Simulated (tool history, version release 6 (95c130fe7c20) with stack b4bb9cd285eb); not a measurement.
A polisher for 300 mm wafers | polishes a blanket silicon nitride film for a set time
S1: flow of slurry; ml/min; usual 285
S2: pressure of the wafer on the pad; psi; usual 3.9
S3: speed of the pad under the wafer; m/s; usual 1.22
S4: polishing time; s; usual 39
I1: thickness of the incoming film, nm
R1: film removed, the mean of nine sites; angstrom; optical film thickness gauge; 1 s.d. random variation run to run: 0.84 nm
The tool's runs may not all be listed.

run	hour	S1	S2	S3	S4	I1	R1
1	0	285	3.9	1.22	39	839.2	742
2	16.6	285	3.9	1.22	39	837.7	739
3	25.2	285	3.9	1.22	39	855.8	727
4	39.9	315	3.9	1.22	39	833.6	744
# hour 57: worn pad replaced by a new one
5	57.5	315	3.9	1.22	39	840.8	749
6	72	285	3.9	1.22	39	852.4	733
7	78	285	3.9	1.22	39	845.3	738
8	104.3	210	4.9	1.22	39	855.5	877
9	117.6	210	4.9	1.22	39	834.6	871
10	126.3	255	4.8	1.22	39	828.9	846
11	132.9	255	4.8	1.22	39	845.5	848
# hour 142: worn pad replaced by a new one
12	143	255	4.8	1.22	39	844.5	871
13	155.8	325	3.9	1.22	39	840.7	749
14	169.9	285	4.9	1.04	31	846.7	645
# hour 179.4: slurry nozzle cleaned
15	180.8	285	3.9	1.22	39	835.3	747
16	196.8	210	4.9	1.22	39	841.1	857

Predict the results of run 17:
17	214	285	3.9	1.22	39	840.1	?

R1: 736 angstrom
Minus the tool's unlogged condition, the same run would have read R1 736 angstrom.

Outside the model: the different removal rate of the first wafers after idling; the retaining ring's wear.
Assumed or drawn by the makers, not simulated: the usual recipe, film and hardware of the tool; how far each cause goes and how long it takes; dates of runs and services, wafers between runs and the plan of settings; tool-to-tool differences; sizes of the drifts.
